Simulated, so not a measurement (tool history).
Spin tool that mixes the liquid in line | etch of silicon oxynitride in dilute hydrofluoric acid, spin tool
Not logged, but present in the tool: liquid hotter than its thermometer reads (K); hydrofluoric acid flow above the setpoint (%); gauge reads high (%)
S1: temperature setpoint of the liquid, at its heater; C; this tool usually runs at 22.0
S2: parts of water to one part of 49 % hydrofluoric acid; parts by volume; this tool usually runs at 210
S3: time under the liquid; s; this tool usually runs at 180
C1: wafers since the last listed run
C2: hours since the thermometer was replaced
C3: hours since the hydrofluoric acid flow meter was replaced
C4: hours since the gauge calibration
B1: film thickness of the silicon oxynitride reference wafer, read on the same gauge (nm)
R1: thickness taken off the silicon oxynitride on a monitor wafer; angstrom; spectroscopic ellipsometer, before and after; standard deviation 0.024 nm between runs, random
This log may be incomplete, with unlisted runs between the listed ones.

Run 1, day 0.000: usual settings; C1 0; C2 1756.3; C3 929.1; C4 950.3; B1 41.308. Result: R1 20.91 angstrom.
Run 2, day 0.758: usual settings; C1 89; C2 1774.5; C3 947.3; C4 968.5; B1 41.346. Result: R1 20.92 angstrom.
Run 3, day 1.917: usual settings; C1 137; C2 1802.3; C3 975.1; C4 996.3; B1 41.410. Result: R1 20.92 angstrom.
Run 4, day 2.667: usual settings; C1 88; C2 1820.3; C3 993.1; C4 1014.3; B1 41.428. Result: R1 20.89 angstrom.
Run 5, day 4.012: usual settings but S1 24.5 C; C1 159; C2 1852.6; C3 1025.4; C4 1046.6; B1 41.451. Result: R1 23.42 angstrom.
Run 6, day 5.892: usual settings but S1 24.5 C; C1 222; C2 1897.7; C3 1070.5; C4 1091.7; B1 41.558. Result: R1 23.39 angstrom.
Run 7, day 7.362: usual settings; C1 173; C2 1933.0; C3 1105.8; C4 1127.0; B1 41.586. Result: R1 20.79 angstrom.
Run 8, day 8.538: usual settings; C1 138; C2 1961.2; C3 1134.0; C4 1155.2; B1 41.645. Result: R1 21.18 angstrom.
At day 8.954: gauge calibrated.
Run 9, day 9.975: usual settings but S1 20.5 C; C1 170; C2 1995.7; C3 1168.5; C4 24.5; B1 39.931. Result: R1 18.70 angstrom.
At day 10.212: thermometer replaced.
Run 10, day 10.808: usual settings but S1 20.5 C; C1 93; C2 14.3; C3 1188.5; C4 44.5; B1 39.932. Result: R1 19.22 angstrom.
Run 11, day 11.950: usual settings but S1 25.0 C, S3 260 s; C1 135; C2 41.7; C3 1215.9; C4 71.9; B1 39.991. Result: R1 33.22 angstrom.
Run 12, day 12.588: usual settings; C1 75; C2 57.0; C3 1231.2; C4 87.2; B1 40.013. Result: R1 20.05 angstrom.
Run 13, day 13.700: usual settings but S1 23.5 C, S2 315 parts by volume, S3 130 s; C1 131; C2 83.7; C3 1257.9; C4 113.9; B1 40.045. Result: R1 9.73 angstrom.
Run 14, day 14.904: usual settings but S1 19.0 C, S2 280 parts by volume; C1 142; C2 112.6; C3 1286.8; C4 142.8; B1 40.099. Result: R1 12.59 angstrom.
Run 15, day 15.804: usual settings but S1 20.5 C, S2 250 parts by volume, S3 245 s; C1 106; C2 134.2; C3 1308.4; C4 164.4; B1 40.127. Result: R1 21.18 angstrom.
Run 16, day 17.033: usual settings but S1 26.5 C, S3 125 s; C1 145; C2 163.7; C3 1337.9; C4 193.9; B1 40.182. Result: R1 17.35 angstrom.
Run 17, day 17.696: usual settings; C1 78; C2 179.6; C3 1353.8; C4 209.8; B1 40.208. Result: R1 20.56 angstrom.
Run 18, day 18.254: usual settings but S1 20.5 C, S2 295 parts by volume; C1 66; C2 193.0; C3 1367.2; C4 223.2; B1 40.231. Result: R1 12.97 angstrom.
Run 19, day 19.208: usual settings but S3 80 s; C1 112; C2 215.9; C3 1390.1; C4 246.1; B1 40.260. Result: R1 9.14 angstrom.
Run 20, day 20.288: usual settings but S1 26.0 C; C1 127; C2 241.8; C3 1416.0; C4 272.0; B1 40.306. Result: R1 24.84 angstrom.
Run 21, day 21.379: usual settings; C1 129; C2 268.0; C3 1442.2; C4 298.2; B1 40.356. Result: R1 20.59 angstrom.
Run 22, day 22.846: usual settings but S1 18.0 C, S2 260 parts by volume, S3 105 s; C1 173; C2 303.2; C3 1477.4; C4 333.4; B1 40.392. Result: R1 7.90 angstrom.
Run 23, day 24.300: usual settings; C1 172; C2 338.1; C3 1512.3; C4 368.3; B1 40.451. Result: R1 20.93 angstrom.
At day 24.704: hydrofluoric acid flow meter replaced.
Run 24, day 25.429: usual settings; C1 128; C2 365.2; C3 17.4; C4 395.4; B1 40.515. Result: R1 20.46 angstrom.
Run 25, day 26.121: usual settings but S1 24.0 C, S3 150 s; C1 81; C2 381.8; C3 34.0; C4 412.0; B1 40.547. Result: R1 18.94 angstrom.
Run 26, day 26.808: usual settings but S1 18.5 C, S2 235 parts by volume, S3 285 s; C1 81; C2 398.3; C3 50.5; C4 428.5; B1 40.541. Result: R1 24.25 angstrom.
Run 27, day 28.188: usual settings; C1 163; C2 431.4; C3 83.6; C4 461.6; B1 40.619. Result: R1 20.36 angstrom.
Run 28, day 30.954: usual settings; C1 327; C2 497.8; C3 150.0; C4 528.0; B1 40.690. Result: R1 20.67 angstrom.
Run 29, day 31.592: usual settings but S1 19.0 C, S2 130 parts by volume, S3 85 s; C1 75; C2 513.1; C3 165.3; C4 543.3; B1 40.716. Result: R1 14.55 angstrom.
Run 30, day 33.038: usual settings but S1 19.5 C, S2 275 parts by volume, S3 70 s; C1 171; C2 547.8; C3 200.0; C4 578.0; B1 40.813. Result: R1 5.25 angstrom.
Run 31, day 34.171: usual settings but S2 295 parts by volume; C1 134; C2 575.0; C3 227.2; C4 605.2; B1 40.840. Result: R1 13.70 angstrom.
Run 32, day 35.621: usual settings but S1 18.5 C; C1 171; C2 609.8; C3 262.0; C4 640.0; B1 40.908. Result: R1 17.20 angstrom.
Run 33, day 36.612: usual settings but S1 20.0 C, S3 285 s; C1 117; C2 633.6; C3 285.8; C4 663.8; B1 40.930. Result: R1 29.71 angstrom.
Run 34, day 37.479: usual settings but S2 300 parts by volume, S3 120 s; C1 102; C2 654.4; C3 306.6; C4 684.6; B1 40.977. Result: R1 9.16 angstrom.

What if the next run were any one of these 3? Each begins from the tool's condition after run 34:
Run A, day 37.500: usual settings; C1 2; C2 654.9; C3 307.1; C4 685.1; B1 ?. Result: R1 ?.
Run B, day 37.500: usual settings but S1 19.0 C, S2 285 parts by volume, S3 110 s; C1 2; C2 654.9; C3 307.1; C4 685.1; B1 ?. Result: R1 ?.
Run C, day 37.500: usual settings but S3 120 s; C1 2; C2 654.9; C3 307.1; C4 685.1; B1 ?. Result: R1 ?.

run      B1     R1
  A  40.964  20.46
  B  40.964   7.67
  C  40.964  13.64
Had the tool no hidden state, the same runs would have come out as:
run     R1
  A  19.97
  B   7.49
  C  13.32
